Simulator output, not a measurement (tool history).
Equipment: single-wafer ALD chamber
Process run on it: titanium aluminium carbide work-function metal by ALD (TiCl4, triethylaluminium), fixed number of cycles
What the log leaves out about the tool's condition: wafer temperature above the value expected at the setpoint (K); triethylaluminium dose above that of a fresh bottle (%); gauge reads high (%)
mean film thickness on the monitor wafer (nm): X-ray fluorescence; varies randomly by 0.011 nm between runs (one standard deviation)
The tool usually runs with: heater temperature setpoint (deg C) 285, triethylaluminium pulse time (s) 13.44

| run | hour | heater temperature setpoint (deg C) | triethylaluminium pulse time (s) | wafers since the last listed run | hours since the last thermocouple change | hours since the last triethylaluminium bottle change | hours since the showerhead was replaced | hours since the gauge calibration | read-back reference wafer on the same gauge, thickness_nm | mean film thickness on the monitor wafer (nm) |
|---|---|---|---|---|---|---|---|---|---|---|
| 1 | 0.0 | 285 | 13.44 | 0 | 1645.0 | 337.8 | 2325.5 | 732.0 | 2.269 | 1.976 |
| 2 | 51.3 | 285 | 13.44 | 574 | 1696.3 | 389.1 | 2376.8 | 783.3 | 2.261 | 1.975 |
| 3 | 239.4 | 285 | 13.44 | 2107 | 1884.4 | 577.2 | 2564.9 | 971.4 | 2.257 | 1.948 |
| 4 | 273.2 | 285 | 13.44 | 378 | 1918.2 | 611.0 | 2598.7 | 1005.2 | 2.260 | 1.953 |
| 5 | 323.6 | 285 | 13.44 | 564 | 1968.6 | 661.4 | 2649.1 | 1055.6 | 2.258 | 1.942 |
| 6 | 365.3 | 285 | 13.44 | 467 | 2010.3 | 703.1 | 2690.8 | 1097.3 | 2.256 | 1.948 |
| 7 | 404.3 | 274 | 13.44 | 436 | 2049.3 | 742.1 | 2729.8 | 1136.3 | 2.263 | 1.845 |
| 8 | 465.8 | 285 | 13.44 | 688 | 2110.8 | 803.6 | 2791.3 | 1197.8 | 2.259 | 1.950 |
|  | 496.9 | triethylaluminium bottle replaced |
| 9 | 507.3 | 285 | 13.44 | 375 | 2152.3 | 10.4 | 2832.8 | 1239.3 | 2.263 | 1.949 |
|  | 542.6 | showerhead replaced |
| 10 | 545.3 | 285 | 13.44 | 336 | 2190.3 | 48.4 | 2.7 | 1277.3 | 2.261 | 1.961 |
|  | 546.6 | gauge calibrated |
|  | 601.5 | thermocouple changed; heater temperature recalibrated |
| 11 | 608.0 | 292 | 13.44 | 612 | 6.5 | 111.1 | 65.4 | 61.4 | 2.257 | 2.040 |
| 12 | 660.8 | 285 | 13.44 | 591 | 59.3 | 163.9 | 118.2 | 114.2 | 2.261 | 1.953 |
| 13 | 688.7 | 296 | 13.44 | 312 | 87.2 | 191.8 | 146.1 | 142.1 | 2.257 | 2.070 |
| 14 | 747.7 | 285 | 13.44 | 660 | 146.2 | 250.8 | 205.1 | 201.1 | 2.263 | 1.960 |
| 15 | 811.1 | 271 | 15.03 | 710 | 209.6 | 314.2 | 268.5 | 264.5 | 2.257 | 1.824 |
| 16 | 863.3 | 273 | 9.98 | 584 | 261.8 | 366.4 | 320.7 | 316.7 | 2.255 | 1.814 |
| 17 | 915.7 | 285 | 13.44 | 586 | 314.2 | 418.8 | 373.1 | 369.1 | 2.251 | 1.970 |
| 18 | 955.7 | 295 | 8.50 | 448 | 354.2 | 458.8 | 413.1 | 409.1 | 2.253 | 2.033 |
| 19 | 990.6 | 285 | 13.44 | 390 | 389.1 | 493.7 | 448.0 | 444.0 | 2.262 | 1.954 |
| 20 | 1052.0 | 285 | 13.44 | 687 | 450.5 | 555.1 | 509.4 | 505.4 | 2.263 | 1.958 |
| 21 | 1076.8 | 285 | 11.85 | 277 | 475.3 | 579.9 | 534.2 | 530.2 | 2.258 | 1.973 |
| 22 | 1104.4 | 276 | 13.44 | 309 | 502.9 | 607.5 | 561.8 | 557.8 | 2.263 | 1.869 |
| 23 | 1173.6 | 280 | 13.44 | 775 | 572.1 | 676.7 | 631.0 | 627.0 | 2.262 | 1.912 |

Here are 3 independent what-if runs from the current tool condition. What would each one return?
| A | 1174.0 | 285 | 11.36 | 4 | 572.5 | 677.1 | 631.4 | 627.4 | ? | ? |
| B | 1174.0 | 272 | 10.52 | 4 | 572.5 | 677.1 | 631.4 | 627.4 | ? | ? |
| C | 1174.0 | 279 | 13.44 | 4 | 572.5 | 677.1 | 631.4 | 627.4 | ? | ? |

| run | read-back reference wafer on the same gauge, thickness_nm | mean film thickness on the monitor wafer (nm) |
|---|---|---|
| A | 2.263 | 1.959 |
| B | 2.263 | 1.823 |
| C | 2.263 | 1.907 |
The same runs, with their run-to-run variation unchanged, on a tool lacking any hidden condition would have given:
| run | mean film thickness on the monitor wafer (nm) |
|---|---|
| A | 1.959 |
| B | 1.823 |
| C | 1.907 |

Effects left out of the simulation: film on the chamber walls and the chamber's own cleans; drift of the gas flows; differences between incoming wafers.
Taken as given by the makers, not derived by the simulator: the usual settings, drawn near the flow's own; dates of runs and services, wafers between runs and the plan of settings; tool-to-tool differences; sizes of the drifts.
